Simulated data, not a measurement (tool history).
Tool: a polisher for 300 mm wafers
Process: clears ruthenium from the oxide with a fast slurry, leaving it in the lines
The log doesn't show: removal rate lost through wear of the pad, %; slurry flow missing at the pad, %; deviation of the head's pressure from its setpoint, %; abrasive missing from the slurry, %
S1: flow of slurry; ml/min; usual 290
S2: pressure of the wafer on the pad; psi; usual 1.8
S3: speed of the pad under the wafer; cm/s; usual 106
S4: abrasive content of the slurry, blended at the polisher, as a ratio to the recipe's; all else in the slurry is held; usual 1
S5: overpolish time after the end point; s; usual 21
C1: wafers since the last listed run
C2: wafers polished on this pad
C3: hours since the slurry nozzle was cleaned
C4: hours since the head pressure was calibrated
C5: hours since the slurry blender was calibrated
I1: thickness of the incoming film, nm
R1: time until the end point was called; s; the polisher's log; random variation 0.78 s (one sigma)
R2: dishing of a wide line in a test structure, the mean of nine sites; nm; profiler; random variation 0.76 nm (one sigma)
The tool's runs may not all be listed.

run	day	S1	S2	S3	S4	S5	C1	C2	C3	C4	C5	I1	R1	R2
1	0	290	1.8	106	1	21	0	1045	174.4	390	32.2	139.7	49.5	34.5
# day 2.158: worn pad replaced by a new one
2	2.633	290	1.8	106	1	21	370	71	237.6	453.2	95.4	140.5	52.3	31.7
3	4.912	290	1.8	106	1	21	342	413	292.3	507.9	150.1	143	56	32.3
4	6.796	290	1.8	106	1	21	283	696	337.5	553.1	195.3	139.4	55.4	30.9
5	8.938	290	1.8	106	1	21	321	1018	388.9	604.5	246.7	141.2	58.7	30.1
# day 10.283: worn pad replaced by a new one
# day 11.558: slurry blender recalibrated
6	11.904	290	1.6	90	1	21	408	230	460.1	675.7	8.3	139.7	62.1	29
7	13.238	290	1.6	90	1	21	200	431	492.1	707.7	40.3	142.4	63.4	28.3
8	14.492	380	1.8	106	1.2	29	188	619	522.2	737.8	70.4	139.8	45.4	41.2
9	16.133	290	2.3	106	1.2	25	246	866	561.6	777.2	109.8	140.7	37.1	41.7
10	17.358	290	1.8	106	1	21	184	1050	591	806.6	139.2	138.1	52.2	30.7
# day 17.725: slurry nozzle cleaned
11	19.033	215	1.8	106	1	21	245	1295	31.4	846.8	179.4	138.9	55.1	29.6
# day 19.579: worn pad replaced by a new one
# day 19.921: head pressure recalibrated
12	24.546	290	2.3	78	0.8	16	790	733	163.7	111	311.7	138.2	75.4	20.2
# day 26.575: slurry blender recalibrated
13	26.879	375	1.8	80	1	28	338	1071	219.7	167	7.3	140.2	54.9	36.8
14	29.158	290	1.8	106	1	21	342	1414	274.4	221.7	62	139.6	50.5	34

Hidden state or all else? Some run-to-run changes of R1, split into what the settings, what came in and random variation would give without the hidden state, and what is left for the hidden state (with any gauge scatter that isn't in both results):
Run 12 -> 13: S1 290 -> 375, S2 2.3 -> 1.8, S3 78 -> 80, S4 0.8 -> 1, S5 16 -> 28, slurry blender recalibrated. R1 -20.5 s: hidden state -18.3, all else -2.2.
